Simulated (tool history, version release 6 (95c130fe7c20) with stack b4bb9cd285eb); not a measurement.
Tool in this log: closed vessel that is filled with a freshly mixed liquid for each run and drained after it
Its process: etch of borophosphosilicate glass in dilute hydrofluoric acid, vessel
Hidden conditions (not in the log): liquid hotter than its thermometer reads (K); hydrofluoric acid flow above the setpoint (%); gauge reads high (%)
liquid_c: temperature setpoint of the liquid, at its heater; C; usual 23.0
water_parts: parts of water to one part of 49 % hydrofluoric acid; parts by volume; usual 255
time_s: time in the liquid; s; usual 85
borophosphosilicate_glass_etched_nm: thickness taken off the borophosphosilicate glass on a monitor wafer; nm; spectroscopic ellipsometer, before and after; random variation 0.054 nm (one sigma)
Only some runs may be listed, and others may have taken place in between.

run    hour  liquid_c  water_parts  time_s  wafers since the last listed run  hours since the thermometer was replaced  hours since the hydrofluoric acid flow meter was replaced  hours since the gauge calibration  read-back film thickness of the borophosphosilicate glass reference wafer, read on the same gauge (nm)  borophosphosilicate_glass_etched_nm
  1     0.0      23.0          255      85                                 0                                     692.2                                                      511.1                             2897.0                                                                                                  129.95                                13.73
  2    75.5      23.0          255      85                              5769                                     767.7                                                      586.6                             2972.5                                                                                                  129.99                                13.94
      137.4  -- thermometer replaced
  3   159.1      23.0          255      85                              6312                                      21.7                                                      670.2                             3056.1                                                                                                  129.99                                14.01
  4   210.6      23.0          255      85                              3935                                      73.2                                                      721.7                             3107.6                                                                                                  130.01                                13.98
  5   262.7      23.0          255      85                              3981                                     125.3                                                      773.8                             3159.7                                                                                                  130.02                                14.06
  6   302.6      23.0          255      85                              3049                                     165.2                                                      813.7                             3199.6                                                                                                  130.01                                14.14
      330.3  -- hydrofluoric acid flow meter replaced
  7   373.0      23.0          355      85                              5303                                     235.6                                                       42.7                             3270.0                                                                                                  129.95                                 8.77
  8   449.8      23.0          310      85                              5869                                     312.4                                                      119.5                             3346.8                                                                                                  130.01                                10.57
  9   490.8      23.0          375     115                              3133                                     353.4                                                      160.5                             3387.8                                                                                                  130.01                                11.13
      595.8  -- gauge calibrated
 10   596.3      23.0          255      85                              8062                                     458.9                                                      266.0                                0.5                                                                                                  130.00                                13.57
 11   842.9      23.0          255      85                             18845                                     705.5                                                      512.6                              247.1                                                                                                  130.01                                13.83
 12   937.6      23.0          360     125                              7237                                     800.2                                                      607.3                              341.8                                                                                                  129.98                                13.12
     1005.9  -- thermometer replaced
     1087.8  -- hydrofluoric acid flow meter replaced
 13  1157.5      23.0          255      85                             16652                                     151.6                                                       69.7                              561.7                                                                                                  130.01                                13.56
 14  1239.0      23.0          255     125                              6228                                     233.1                                                      151.2                              643.2                                                                                                  130.02                                19.97
 15  1338.8      27.0          255      70                              7626                                     332.9                                                      251.0                              743.0                                                                                                  129.94                                12.85
 16  1433.8      20.0          255      85                              7259                                     427.9                                                      346.0                              838.0                                                                                                  130.03                                12.34
 17  1474.3      23.0          255      85                              3095                                     468.4                                                      386.5                              878.5                                                                                                  130.01                                13.82
 18  1529.2      23.0          360     125                              4195                                     523.3                                                      441.4                              933.4                                                                                                  129.98                                13.02
 19  1600.8      23.0          180      60                              5471                                     594.9                                                      513.0                             1005.0                                                                                                  130.02                                14.90
     1668.0  -- thermometer replaced
 20  1686.7      19.0          305      65                              6488                                      18.7                                                      598.9                             1090.9                                                                                                  129.98                                 7.31
 21  1783.7      23.0          340      85                              7412                                     115.7                                                      695.9                             1187.9                                                                                                  130.00                                 9.73
 22  1834.3      20.0          210     105                              3866                                     166.3                                                      746.5                             1238.5                                                                                                  129.99                                19.74
 23  1907.7      21.5          220     120                              5609                                     239.7                                                      819.9                             1311.9                                                                                                  130.02                                22.52
     1929.3  -- hydrofluoric acid flow meter replaced
 24  1964.2      23.0          140      85                              4241                                     296.2                                                       34.9                             1368.4                                                                                                  129.97                                27.89
 25  2035.2      21.5          195      85                              5425                                     367.2                                                      105.9                             1439.4                                                                                                  129.98                                17.84
 26  2091.2      23.0          255      85                              4279                                     423.2                                                      161.9                             1495.4                                                                                                  129.99                                13.60
 27  2173.4      27.5          255      85                              6281                                     505.4                                                      244.1                             1577.6                                                                                                  130.01                                15.98
 28  2218.3      23.0          255      85                              3431                                     550.3                                                      289.0                             1622.5                                                                                                  129.98                                13.75
 29  2296.9      23.0          210      35                              6006                                     628.9                                                      367.6                             1701.1                                                                                                  129.95                                 7.17
     2357.1  -- thermometer replaced
 30  2358.9      23.0          155      60                              4661                                       1.8                                                      429.6                             1763.1                                                                                                  129.95                                17.75
 31  2424.3      26.5          135     115                              4997                                      67.2                                                      495.0                             1828.5                                                                                                  130.02                                45.98

Give the tool's hidden conditions for every run:
liquid hotter than its thermometer reads (K): 0 across all the runs
gauge reads high (%): 0 across all the runs
H1: hydrofluoric acid flow above the setpoint (%)
run     H1
  1   2.52
  2   2.87
  3   3.27
  4   3.51
  5   3.76
  6   3.94
  7  0.363
  8  0.725
  9  0.919
 10   1.42
 11   2.58
 12   3.03
 13  0.808
 14   1.19
 15   1.66
 16   2.11
 17    2.3
 18   2.56
 19    2.9
 20    3.3
 21   3.76
 22      4
 23   4.35
 24  0.791
 25   1.13
 26   1.39
 27   1.78
 28   1.99
 29   2.36
 30   2.65
 31   2.96
